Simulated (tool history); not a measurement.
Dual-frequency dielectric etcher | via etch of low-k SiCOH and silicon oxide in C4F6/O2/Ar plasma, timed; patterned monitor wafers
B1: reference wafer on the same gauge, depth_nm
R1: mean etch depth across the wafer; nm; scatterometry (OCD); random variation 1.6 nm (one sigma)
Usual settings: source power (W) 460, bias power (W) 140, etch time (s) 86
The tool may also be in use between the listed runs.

Run 1, day 0: usual settings but bias power (W) 128; B1 195.1. Result: R1 230.6 nm.
Run 2, day 0.812: usual settings but bias power (W) 128; B1 195.1. Result: R1 230.1 nm.
Run 3, day 2.204: usual settings; B1 194.9. Result: R1 232.7 nm.
Run 4, day 3.271: usual settings; B1 195.2. Result: R1 237.7 nm.
Run 5, day 4.112: usual settings but source power (W) 500, bias power (W) 123; B1 194.8. Result: R1 234.2 nm.
Run 6, day 5.267: usual settings but source power (W) 500, bias power (W) 123; B1 195.1. Result: R1 240.2 nm.
Run 7, day 6.233: usual settings; B1 194.6. Result: R1 234.2 nm.
Run 8, day 7.188: usual settings; B1 195. Result: R1 235.1 nm.
Run 9, day 8.229: usual settings; B1 195. Result: R1 232.7 nm.
Run 10, day 9.5: usual settings; B1 195. Result: R1 235.4 nm.
Run 11, day 11: usual settings but bias power (W) 150; B1 194.7. Result: R1 238.5 nm.
Run 12, day 11.671: usual settings; B1 195.2. Result: R1 237 nm.
Run 13, day 12.758: usual settings but bias power (W) 117, etch time (s) 72; B1 195.2. Result: R1 190.2 nm.
Run 14, day 13.983: usual settings but source power (W) 490, bias power (W) 165, etch time (s) 95.5; B1 195. Result: R1 282.6 nm.
Run 15, day 15.283: usual settings but source power (W) 410, bias power (W) 128, etch time (s) 100.5; B1 194.8. Result: R1 257.3 nm.
Run 16, day 16.708: usual settings but source power (W) 420, bias power (W) 166; B1 195. Result: R1 237.5 nm.
Run 17, day 17.496: usual settings but bias power (W) 119, etch time (s) 78; B1 195.1. Result: R1 205.1 nm.
Run 18, day 18.596: usual settings but bias power (W) 112, etch time (s) 95; B1 195. Result: R1 248.8 nm.
Run 19, day 19.708: usual settings; B1 194.9. Result: R1 237.4 nm.
Run 20, day 20.838: usual settings but source power (W) 570, bias power (W) 111; B1 195.2. Result: R1 247.9 nm.

Taken out of this log: 5 entries between the listed runs. Where each belongs, and how the hidden state differs across it:
Between runs 9 and 10: source power generator calibrated (day 8.592); gauge calibrated (day 8.875)
  no hidden state differs between the two runs
Between runs 10 and 11: upper electrode replaced (day 10.979)
  no hidden state differs between the two runs
Between runs 12 and 13: bias power generator calibrated (day 12.442); wet clean of the chamber (day 12.738)
  no hidden state differs between the two runs

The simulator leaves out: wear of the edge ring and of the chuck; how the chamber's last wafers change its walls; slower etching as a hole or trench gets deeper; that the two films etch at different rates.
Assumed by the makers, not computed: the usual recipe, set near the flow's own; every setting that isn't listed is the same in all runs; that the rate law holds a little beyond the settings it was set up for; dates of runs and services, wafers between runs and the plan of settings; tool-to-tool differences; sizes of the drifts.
